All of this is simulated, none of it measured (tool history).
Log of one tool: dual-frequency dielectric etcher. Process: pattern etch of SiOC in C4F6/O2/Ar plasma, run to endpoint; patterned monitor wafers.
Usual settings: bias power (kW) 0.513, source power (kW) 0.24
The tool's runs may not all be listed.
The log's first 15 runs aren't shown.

run    hour  bias power (kW)  source power (kW)  wafers since the last listed run  hours since the last wet clean  hours since the last bias power generator calibration  hours since the last source power generator calibration  hours since the last upper electrode change  incoming incoming film thickness, nm  endpoint time (s)
 16   962.8            0.466               0.18                              1091                            91.1                                                 3076.1                                                   1504.6                                        362.9                                  40.2               19.8
     1048.9  -- bias power generator calibrated
 17  1050.5            0.513               0.24                              1560                           178.8                                                    1.6                                                   1592.3                                        450.6                                 40.16                 17
 18    1095            0.513               0.24                               829                           223.3                                                   46.1                                                   1636.8                                        495.1                                 40.01               16.7
 19  1181.8            0.477               0.27                              1618                           310.1                                                  132.9                                                   1723.6                                        581.9                                 40.69               17.1
 20  1280.6             0.61               0.26                              1842                           408.9                                                  231.7                                                   1822.4                                        680.7                                 39.97               15.3
 21  1363.3            0.603               0.19                              1542                           491.6                                                  314.4                                                   1905.1                                        763.4                                 40.18               17.7
     1434.3  -- wet clean of the chamber
 22  1435.5            0.628               0.29                               898                             1.2                                                  386.6                                                   1977.3                                        835.6                                 40.79               14.7
 23  1487.9             0.44                0.2                               977                            53.6                                                    439                                                   2029.7                                          888                                 40.16               19.7
 24  1570.2            0.513               0.21                              1534                           135.9                                                  521.3                                                     2112                                        970.3                                 40.82               18.5
 25    1607            0.478               0.21                               686                           172.7                                                  558.1                                                   2148.8                                       1007.1                                 40.11               18.8
     1698.9  -- source power generator calibrated
 26  1714.8            0.589                0.2                              1935                           280.5                                                  665.9                                                     15.9                                       1114.9                                 40.27               17.6
 27    1773            0.449               0.27                              1085                           338.7                                                  724.1                                                     74.1                                       1173.1                                 40.68               17.3
 28    1816            0.513               0.18                               801                           381.7                                                  767.1                                                    117.1                                       1216.1                                 40.45               19.9
 29  1919.1            0.603               0.19                              1922                           484.8                                                  870.2                                                    220.2                                       1319.2                                  40.3                 18
     1997.2  -- wet clean of the chamber
 30  2008.4            0.639               0.24                              1217                            11.2                                                  959.5                                                    309.5                                       1408.5                                 40.04               15.6
 31  2092.9            0.408               0.24                              1575                            95.7                                                   1044                                                      394                                         1493                                 40.56               19.1
 32  2163.4            0.406               0.29                              1314                           166.2                                                 1114.5                                                    464.5                                       1563.5                                 40.62               17.5
 33  2256.8            0.413               0.24                              1741                           259.6                                                 1207.9                                                    557.9                                       1656.9                                 40.74                 19
 34  2342.9            0.513               0.24                              1605                           345.7                                                   1294                                                      644                                         1743                                 40.89               17.7

5 ways to go on from here, each from the tool as it stands after run 34. What would each give?
  A  2343.3            0.513               0.24                                 7                           346.1                                                 1294.4                                                    644.4                                       1743.4                                 40.38                  ?
  B  2343.3            0.456               0.27                                 7                           346.1                                                 1294.4                                                    644.4                                       1743.4                                 40.38                  ?
  C  2343.3             0.42               0.24                                 7                           346.1                                                 1294.4                                                    644.4                                       1743.4                                 40.38                  ?
  D  2343.3            0.388               0.28                                 7                           346.1                                                 1294.4                                                    644.4                                       1743.4                                 40.38                  ?
  E  2343.3            0.611               0.24                                 7                           346.1                                                 1294.4                                                    644.4                                       1743.4                                 40.38                  ?

run  endpoint time (s)
  A               17.2
  B               17.2
  C               18.7
  D                 18
  E                 16
Without the tool's hidden state the same runs would have given:
run  endpoint time (s)
  A               16.8
  B               16.8
  C               18.2
  D               17.6
  E               15.6
